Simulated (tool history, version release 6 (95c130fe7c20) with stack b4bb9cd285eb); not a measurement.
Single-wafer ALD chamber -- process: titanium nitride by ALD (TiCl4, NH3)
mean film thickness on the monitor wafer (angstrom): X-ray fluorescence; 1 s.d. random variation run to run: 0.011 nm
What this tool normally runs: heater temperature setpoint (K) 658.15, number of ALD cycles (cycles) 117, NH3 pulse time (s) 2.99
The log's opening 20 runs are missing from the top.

| run | hour | heater temperature setpoint (K) | number of ALD cycles (cycles) | NH3 pulse time (s) | wafers since the last listed run | hours since the last thermocouple change | hours since the showerhead was replaced | hours since the gauge calibration | read-back reference wafer on the same gauge, thickness_nm | mean film thickness on the monitor wafer (angstrom) |
|---|---|---|---|---|---|---|---|---|---|---|
|  | 1643.6 | showerhead replaced |
| 21 | 1644.1 | 654.15 | 106 | 1.94 | 73 | 1437.7 | 0.5 | 409.7 | 2.01 | 21.56 |
| 22 | 1746.8 | 658.15 | 117 | 2.99 | 169 | 1540.4 | 103.2 | 512.4 | 2.01 | 24.14 |
|  | 1786.2 | thermocouple changed; heater temperature recalibrated |
| 23 | 1825 | 658.15 | 117 | 3.82 | 115 | 38.8 | 181.4 | 590.6 | 2.01 | 24.52 |
| 24 | 1911.9 | 651.15 | 117 | 2.99 | 143 | 125.7 | 268.3 | 677.5 | 2.01 | 24.06 |
| 25 | 1984.2 | 645.15 | 117 | 3.74 | 119 | 198 | 340.6 | 749.8 | 2.008 | 24.18 |
| 26 | 2070.3 | 671.15 | 117 | 2.99 | 141 | 284.1 | 426.7 | 835.9 | 2.011 | 24.49 |
| 27 | 2149.6 | 658.15 | 117 | 2.99 | 130 | 363.4 | 506 | 915.2 | 2.009 | 24 |
| 28 | 2230.8 | 658.15 | 104 | 2.99 | 133 | 444.6 | 587.2 | 996.4 | 2.012 | 21.51 |
| 29 | 2370.1 | 658.15 | 132 | 3.67 | 229 | 583.9 | 726.5 | 1135.7 | 2.01 | 27.31 |
| 30 | 2455.3 | 649.15 | 117 | 3.53 | 140 | 669.1 | 811.7 | 1220.9 | 2.01 | 24.07 |
| 31 | 2510.2 | 648.15 | 117 | 2.99 | 90 | 724 | 866.6 | 1275.8 | 2.011 | 24.03 |
| 32 | 2601.5 | 658.15 | 122 | 2.99 | 150 | 815.3 | 957.9 | 1367.1 | 2.007 | 25.31 |
| 33 | 2692.3 | 652.15 | 117 | 2.34 | 149 | 906.1 | 1048.7 | 1457.9 | 2.011 | 23.9 |
| 34 | 2767.7 | 646.15 | 117 | 2.99 | 124 | 981.5 | 1124.1 | 1533.3 | 2.012 | 23.84 |
| 35 | 2832.5 | 664.15 | 105 | 2.99 | 106 | 1046.3 | 1188.9 | 1598.1 | 2.012 | 21.97 |
| 36 | 2877.7 | 647.15 | 110 | 2.99 | 74 | 1091.5 | 1234.1 | 1643.3 | 2.008 | 22.69 |
| 37 | 2930.5 | 658.15 | 117 | 2.99 | 87 | 1144.3 | 1286.9 | 1696.1 | 2.009 | 24.25 |

Alternative continuations, all from the tool just after run 37; predict every row:
| A | 2931.2 | 658.15 | 117 | 2.59 | 1 | 1145 | 1287.6 | 1696.8 | ? | ? |
| B | 2931.2 | 666.15 | 117 | 3.76 | 1 | 1145 | 1287.6 | 1696.8 | ? | ? |
| C | 2931.2 | 664.15 | 117 | 2.99 | 1 | 1145 | 1287.6 | 1696.8 | ? | ? |
| D | 2931.2 | 663.15 | 135 | 2.99 | 1 | 1145 | 1287.6 | 1696.8 | ? | ? |
| E | 2931.2 | 649.15 | 128 | 4.01 | 1 | 1145 | 1287.6 | 1696.8 | ? | ? |

| run | read-back reference wafer on the same gauge, thickness_nm | mean film thickness on the monitor wafer (angstrom) |
|---|---|---|
| A | 2.009 | 23.98 |
| B | 2.009 | 24.37 |
| C | 2.009 | 24.19 |
| D | 2.009 | 27.89 |
| E | 2.009 | 26.48 |
Take away the tool's hidden state, keep each run's random variation, and the runs would have read:
| run | mean film thickness on the monitor wafer (angstrom) |
|---|---|
| A | 23.98 |
| B | 24.37 |
| C | 24.19 |
| D | 27.89 |
| E | 26.48 |

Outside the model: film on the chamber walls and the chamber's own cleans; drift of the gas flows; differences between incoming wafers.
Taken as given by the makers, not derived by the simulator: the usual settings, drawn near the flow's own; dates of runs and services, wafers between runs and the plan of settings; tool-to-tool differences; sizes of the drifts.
